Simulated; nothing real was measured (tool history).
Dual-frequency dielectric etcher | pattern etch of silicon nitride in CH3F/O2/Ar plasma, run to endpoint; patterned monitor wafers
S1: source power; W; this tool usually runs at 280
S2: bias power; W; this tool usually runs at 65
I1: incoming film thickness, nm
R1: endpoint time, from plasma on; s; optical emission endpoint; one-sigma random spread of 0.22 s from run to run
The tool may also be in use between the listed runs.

run	hour	S1	S2	I1	R1
1	0.0	330	72	34.73	51.8
2	81.1	240	61	35.05	63.1
3	347.7	240	61	35.03	62.9
4	406.1	310	65	35.07	56.1
# hour 443.5: wet clean of the chamber
5	511.6	310	65	34.73	54.9
6	580.1	310	65	34.80	55.5
# hour 642.4: source power generator calibrated
7	803.8	280	65	34.96	58.0
8	892.1	280	65	34.65	57.2
9	947.9	280	65	35.46	59.0
# hour 1009.3: wet clean of the chamber
10	1035.1	280	65	34.83	58.1
11	1078.5	280	65	35.08	58.4
12	1151.0	280	65	34.94	57.7
13	1188.7	330	58	34.68	56.8
14	1226.1	280	65	35.00	58.0
15	1328.2	310	73	35.14	53.7
16	1420.8	340	65	34.75	53.6
17	1488.3	280	71	34.91	56.3
# hour 1555.7: upper electrode replaced
# hour 1560.3: wet clean of the chamber
18	1596.2	280	69	34.80	56.7
# hour 1601.3: bias power generator calibrated
19	1659.7	280	58	34.69	59.0
20	1711.6	280	65	34.89	57.0
21	1818.9	320	69	34.81	53.0
22	1902.4	280	65	34.62	57.0
23	1953.0	280	78	35.13	53.6
# hour 2022.8: wet clean of the chamber
24	2053.4	280	52	34.47	62.3
25	2097.8	280	65	34.95	57.4

Run-by-run hidden state of the tool:
etch rate over this chamber's usual, %: 0 on each run
source power that arrives over what is set, %: 0 on each run
H1: bias power that arrives over what is set, %
run	H1
1	-2.45
2	-2.72
3	-3.44
4	-3.57
5	-3.78
6	-3.9
7	-4.24
8	-4.35
9	-4.41
10	-4.5
11	-4.54
12	-4.6
13	-4.63
14	-4.66
15	-4.73
16	-4.79
17	-4.83
18	-4.88
19	-0.0109
20	-0.32
21	-0.898
22	-1.3
23	-1.52
24	-1.92
25	-2.08
